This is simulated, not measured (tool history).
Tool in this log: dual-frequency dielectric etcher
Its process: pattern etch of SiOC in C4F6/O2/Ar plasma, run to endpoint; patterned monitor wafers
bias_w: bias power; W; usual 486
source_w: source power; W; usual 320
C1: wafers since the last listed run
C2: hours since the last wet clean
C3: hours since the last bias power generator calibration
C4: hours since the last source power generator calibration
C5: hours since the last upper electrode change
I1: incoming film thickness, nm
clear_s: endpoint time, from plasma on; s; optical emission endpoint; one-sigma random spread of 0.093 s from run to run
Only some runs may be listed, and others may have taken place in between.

{"run": 1, "day": 0.0, "bias_w": 529, "source_w": 270, "C1": 0, "C2": 75.2, "C3": 1973.7, "C4": 1763.6, "C5": 2822, "I1": 30.26, "clear_s": 11.7}
{"run": 2, "day": 2.354, "bias_w": 486, "source_w": 320, "C1": 1094, "C2": 131.7, "C3": 2030.2, "C4": 1820.1, "C5": 2878.5, "I1": 29.84, "clear_s": 11.3}
{"run": 3, "day": 4.208, "bias_w": 486, "source_w": 320, "C1": 862, "C2": 176.2, "C3": 2074.7, "C4": 1864.6, "C5": 2923, "I1": 29.92, "clear_s": 11.5}
{"run": 4, "day": 7.296, "bias_w": 486, "source_w": 320, "C1": 1435, "C2": 250.3, "C3": 2148.8, "C4": 1938.7, "C5": 2997.1, "I1": 29.66, "clear_s": 11.5}
{"run": 5, "day": 10.217, "bias_w": 486, "source_w": 320, "C1": 1358, "C2": 320.4, "C3": 2218.9, "C4": 2008.8, "C5": 3067.2, "I1": 29.98, "clear_s": 11.7}
{"day": 13.383, "done": "bias power generator calibrated"}
{"run": 6, "day": 14.267, "bias_w": 486, "source_w": 340, "C1": 1805, "C2": 417.6, "C3": 21.2, "C4": 2106, "C5": 3164.4, "I1": 29.69, "clear_s": 11.6}
{"day": 17.567, "done": "wet clean of the chamber"}
{"run": 7, "day": 17.588, "bias_w": 486, "source_w": 340, "C1": 1079, "C2": 0.5, "C3": 100.9, "C4": 2185.7, "C5": 3244.1, "I1": 29.82, "clear_s": 11}
{"run": 8, "day": 19.521, "bias_w": 486, "source_w": 320, "C1": 899, "C2": 46.9, "C3": 147.3, "C4": 2232.1, "C5": 3290.5, "I1": 30.04, "clear_s": 11.5}
{"run": 9, "day": 22.858, "bias_w": 593, "source_w": 320, "C1": 1551, "C2": 127, "C3": 227.4, "C4": 2312.2, "C5": 3370.6, "I1": 30.17, "clear_s": 10.8}
{"day": 23.742, "done": "source power generator calibrated"}
{"run": 10, "day": 25.496, "bias_w": 387, "source_w": 320, "C1": 1148, "C2": 190.3, "C3": 290.7, "C4": 42.1, "C5": 3433.9, "I1": 29.98, "clear_s": 12.1}
{"day": 28.146, "done": "upper electrode replaced"}
{"run": 11, "day": 28.167, "bias_w": 598, "source_w": 350, "C1": 776, "C2": 254.4, "C3": 354.8, "C4": 106.2, "C5": 0.5, "I1": 29.55, "clear_s": 10.6}
{"run": 12, "day": 31.862, "bias_w": 486, "source_w": 320, "C1": 1718, "C2": 343.1, "C3": 443.5, "C4": 194.9, "C5": 89.2, "I1": 30.1, "clear_s": 12}
{"run": 13, "day": 33.933, "bias_w": 440, "source_w": 350, "C1": 962, "C2": 392.8, "C3": 493.2, "C4": 244.6, "C5": 138.9, "I1": 29.99, "clear_s": 11.7}
{"run": 14, "day": 36.462, "bias_w": 438, "source_w": 380, "C1": 1176, "C2": 453.5, "C3": 553.9, "C4": 305.3, "C5": 199.6, "I1": 29.74, "clear_s": 11.4}

Each row is a separate what-if for the run after 14, all from the same tool condition, not one after another. Results?
{"run": "A", "day": 36.479, "bias_w": 486, "source_w": 320, "C1": 7, "C2": 453.9, "C3": 554.3, "C4": 305.7, "C5": 200, "I1": 29.77, "clear_s": "?"}
{"run": "B", "day": 36.479, "bias_w": 444, "source_w": 250, "C1": 7, "C2": 453.9, "C3": 554.3, "C4": 305.7, "C5": 200, "I1": 29.77, "clear_s": "?"}
{"run": "C", "day": 36.479, "bias_w": 366, "source_w": 320, "C1": 7, "C2": 453.9, "C3": 554.3, "C4": 305.7, "C5": 200, "I1": 29.77, "clear_s": "?"}

run=A clear_s=11.8
run=B clear_s=13.2
run=C clear_s=12.7
With the hidden condition removed and each run's random variation left untouched, the same runs would have given:
run=A clear_s=11.3
run=B clear_s=12.6
run=C clear_s=12.1
